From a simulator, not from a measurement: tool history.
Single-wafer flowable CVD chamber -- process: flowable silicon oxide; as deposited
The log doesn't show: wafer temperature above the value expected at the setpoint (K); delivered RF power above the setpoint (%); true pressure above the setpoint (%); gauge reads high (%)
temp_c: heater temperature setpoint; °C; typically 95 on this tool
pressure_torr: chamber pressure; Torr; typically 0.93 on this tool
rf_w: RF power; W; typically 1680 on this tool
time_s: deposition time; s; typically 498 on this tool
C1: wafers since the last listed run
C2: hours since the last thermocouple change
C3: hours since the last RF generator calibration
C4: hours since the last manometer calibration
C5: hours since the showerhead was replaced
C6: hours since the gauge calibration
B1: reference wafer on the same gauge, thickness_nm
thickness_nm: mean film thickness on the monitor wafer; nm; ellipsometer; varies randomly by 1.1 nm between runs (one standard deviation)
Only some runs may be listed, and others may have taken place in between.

run 1 hour=0 | temp_c=95 pressure_torr=0.93 rf_w=1680 time_s=498 | C1=0 C2=1429.8 C3=2236 C4=912.4 C5=3805.1 C6=181.4 | B1=349.965 | thickness_nm=420.64
run 2 hour=27.5 | temp_c=95 pressure_torr=0.93 rf_w=1680 time_s=498 | C1=84 C2=1457.3 C3=2263.5 C4=939.9 C5=3832.6 C6=208.9 | B1=350.194 | thickness_nm=422.104
run 3 hour=53 | temp_c=95 pressure_torr=0.93 rf_w=1680 time_s=498 | C1=78 C2=1482.8 C3=2289 C4=965.4 C5=3858.1 C6=234.4 | B1=350.207 | thickness_nm=420.317
run 4 hour=65.8 | temp_c=95 pressure_torr=0.93 rf_w=1680 time_s=498 | C1=39 C2=1495.6 C3=2301.8 C4=978.2 C5=3870.9 C6=247.2 | B1=349.905 | thickness_nm=421.862
run 5 hour=87.5 | temp_c=95 pressure_torr=0.93 rf_w=1680 time_s=498 | C1=66 C2=1517.3 C3=2323.5 C4=999.9 C5=3892.6 C6=268.9 | B1=350.104 | thickness_nm=420.454
run 6 hour=100.3 | temp_c=95 pressure_torr=0.93 rf_w=1820 time_s=498 | C1=39 C2=1530.1 C3=2336.3 C4=1012.7 C5=3905.4 C6=281.7 | B1=350.004 | thickness_nm=430.632
run 7 hour=119.1 | temp_c=95 pressure_torr=0.93 rf_w=1820 time_s=498 | C1=57 C2=1548.9 C3=2355.1 C4=1031.5 C5=3924.2 C6=300.5 | B1=349.966 | thickness_nm=432.794
-- hour=129.6 showerhead replaced
run 8 hour=131.6 | temp_c=95 pressure_torr=0.93 rf_w=1820 time_s=498 | C1=13 C2=1561.4 C3=2367.6 C4=1044 C5=2 C6=313 | B1=349.784 | thickness_nm=430.018
run 9 hour=148.1 | temp_c=95 pressure_torr=0.93 rf_w=1680 time_s=498 | C1=50 C2=1577.9 C3=2384.1 C4=1060.5 C5=18.5 C6=329.5 | B1=350.128 | thickness_nm=419.156
run 10 hour=171.5 | temp_c=110 pressure_torr=1.038 rf_w=1480 time_s=551 | C1=71 C2=1601.3 C3=2407.5 C4=1083.9 C5=41.9 C6=352.9 | B1=350.035 | thickness_nm=287.086
-- hour=181.6 capacitance manometer re-zeroed and calibrated
-- hour=187.5 gauge calibrated
run 11 hour=204.5 | temp_c=95 pressure_torr=0.93 rf_w=1420 time_s=527 | C1=76 C2=1634.3 C3=2440.5 C4=22.9 C5=74.9 C6=17 | B1=349.847 | thickness_nm=425.734
-- hour=214 thermocouple changed; heater temperature recalibrated
run 12 hour=236.1 | temp_c=109 pressure_torr=0.93 rf_w=1680 time_s=587 | C1=72 C2=22.1 C3=2472.1 C4=54.5 C5=106.5 C6=48.6 | B1=350.28 | thickness_nm=292.14
-- hour=247.6 RF generator calibrated
run 13 hour=253.4 | temp_c=95 pressure_torr=1.1 rf_w=1680 time_s=498 | C1=28 C2=39.4 C3=5.8 C4=71.8 C5=123.8 C6=65.9 | B1=349.758 | thickness_nm=500.008
run 14 hour=301 | temp_c=88 pressure_torr=0.93 rf_w=1680 time_s=498 | C1=146 C2=87 C3=53.4 C4=119.4 C5=171.4 C6=113.5 | B1=350.024 | thickness_nm=543.215
run 15 hour=364.1 | temp_c=95 pressure_torr=0.93 rf_w=1680 time_s=498 | C1=193 C2=150.1 C3=116.5 C4=182.5 C5=234.5 C6=176.6 | B1=350.051 | thickness_nm=422.578
run 16 hour=378.7 | temp_c=105 pressure_torr=1.05 rf_w=1680 time_s=498 | C1=44 C2=164.7 C3=131.1 C4=197.1 C5=249.1 C6=191.2 | B1=349.905 | thickness_nm=324.496

Alternative continuations, all from the tool just after run 16; predict every row:
run A hour=379.2 | temp_c=85 pressure_torr=0.93 rf_w=1680 time_s=498 | C1=1 C2=165.2 C3=131.6 C4=197.6 C5=249.6 C6=191.7 | B1=? | thickness_nm=?
run B hour=379.2 | temp_c=95 pressure_torr=1.054 rf_w=1680 time_s=498 | C1=1 C2=165.2 C3=131.6 C4=197.6 C5=249.6 C6=191.7 | B1=? | thickness_nm=?
run C hour=379.2 | temp_c=102 pressure_torr=0.711 rf_w=1375 time_s=539 | C1=1 C2=165.2 C3=131.6 C4=197.6 C5=249.6 C6=191.7 | B1=? | thickness_nm=?

run=A B1=350.203 thickness_nm=603.275
run=B B1=350.203 thickness_nm=478.789
run=C B1=350.203 thickness_nm=251.416
The same runs, with their run-to-run variation unchanged, on a tool lacking any hidden condition would have given:
run=A thickness_nm=603.275
run=B thickness_nm=478.789
run=C thickness_nm=251.416
